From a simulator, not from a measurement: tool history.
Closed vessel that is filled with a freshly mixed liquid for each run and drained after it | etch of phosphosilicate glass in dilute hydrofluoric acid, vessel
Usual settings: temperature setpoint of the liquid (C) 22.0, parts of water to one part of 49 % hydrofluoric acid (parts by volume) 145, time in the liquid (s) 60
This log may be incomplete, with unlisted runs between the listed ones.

| run | hour | temperature setpoint of the liquid (C) | parts of water to one part of 49 % hydrofluoric acid (parts by volume) | time in the liquid (s) | wafers since the last listed run | hours since the thermometer was replaced | hours since the hydrofluoric acid flow meter was replaced | hours since the gauge calibration | read-back film thickness of the phosphosilicate glass reference wafer, read on the same gauge (nm) | thickness taken off the phosphosilicate glass on a monitor wafer (nm) |
|---|---|---|---|---|---|---|---|---|---|---|
| 1 | 0.0 | 22.0 | 145 | 60 | 0 | 1199.3 | 459.2 | 546.7 | 99.98 | 48.79 |
| 2 | 25.0 | 22.0 | 145 | 60 | 2559 | 1224.3 | 484.2 | 571.7 | 99.98 | 49.15 |
| 3 | 87.6 | 22.0 | 145 | 60 | 6409 | 1286.9 | 546.8 | 634.3 | 99.96 | 48.75 |
| 4 | 150.5 | 22.0 | 145 | 60 | 6440 | 1349.8 | 609.7 | 697.2 | 100.00 | 48.45 |
| 5 | 177.8 | 21.0 | 145 | 60 | 2795 | 1377.1 | 637.0 | 724.5 | 100.01 | 46.98 |
|  | 204.8 | gauge calibrated |
| 6 | 263.9 | 21.0 | 145 | 60 | 8816 | 1463.2 | 723.1 | 59.1 | 100.00 | 46.19 |
| 7 | 295.8 | 21.0 | 145 | 60 | 3266 | 1495.1 | 755.0 | 91.0 | 100.01 | 45.89 |
| 8 | 328.1 | 22.0 | 145 | 35 | 3307 | 1527.4 | 787.3 | 123.3 | 99.95 | 28.22 |
| 9 | 381.7 | 22.0 | 145 | 60 | 5488 | 1581.0 | 840.9 | 176.9 | 100.04 | 46.45 |
| 10 | 415.8 | 22.0 | 145 | 60 | 3491 | 1615.1 | 875.0 | 211.0 | 100.01 | 47.81 |
| 11 | 472.0 | 22.0 | 145 | 60 | 5754 | 1671.3 | 931.2 | 267.2 | 100.01 | 46.75 |
| 12 | 542.7 | 22.0 | 145 | 90 | 7239 | 1742.0 | 1001.9 | 337.9 | 99.99 | 70.35 |
|  | 575.2 | hydrofluoric acid flow meter replaced |
| 13 | 606.6 | 19.5 | 115 | 60 | 6440 | 1805.9 | 31.4 | 401.8 | 99.99 | 59.72 |
|  | 627.6 | thermometer replaced |
| 14 | 642.0 | 22.0 | 110 | 30 | 3522 | 14.4 | 66.8 | 437.2 | 100.05 | 34.86 |
| 15 | 697.7 | 22.0 | 145 | 35 | 5703 | 70.1 | 122.5 | 492.9 | 99.99 | 29.47 |
| 16 | 746.3 | 18.5 | 145 | 60 | 4976 | 118.7 | 171.1 | 541.5 | 100.00 | 44.05 |
| 17 | 783.8 | 22.0 | 145 | 60 | 3839 | 156.2 | 208.6 | 579.0 | 99.99 | 50.49 |

Run 18, settings as shown, results not yet in. Your forecast:
|  | 795.2 | gauge calibrated |
| 18 | 833.0 | 18.5 | 145 | 60 | 5037 | 205.4 | 257.8 | 37.8 | ? | ? |

Logged for run 18: read-back film thickness of the phosphosilicate glass reference wafer, read on the same gauge (nm) 100.00, thickness taken off the phosphosilicate glass on a monitor wafer (nm) 43.86.
Had the tool carried no hidden state, the very same run would have given thickness taken off the phosphosilicate glass on a monitor wafer (nm) 44.85.
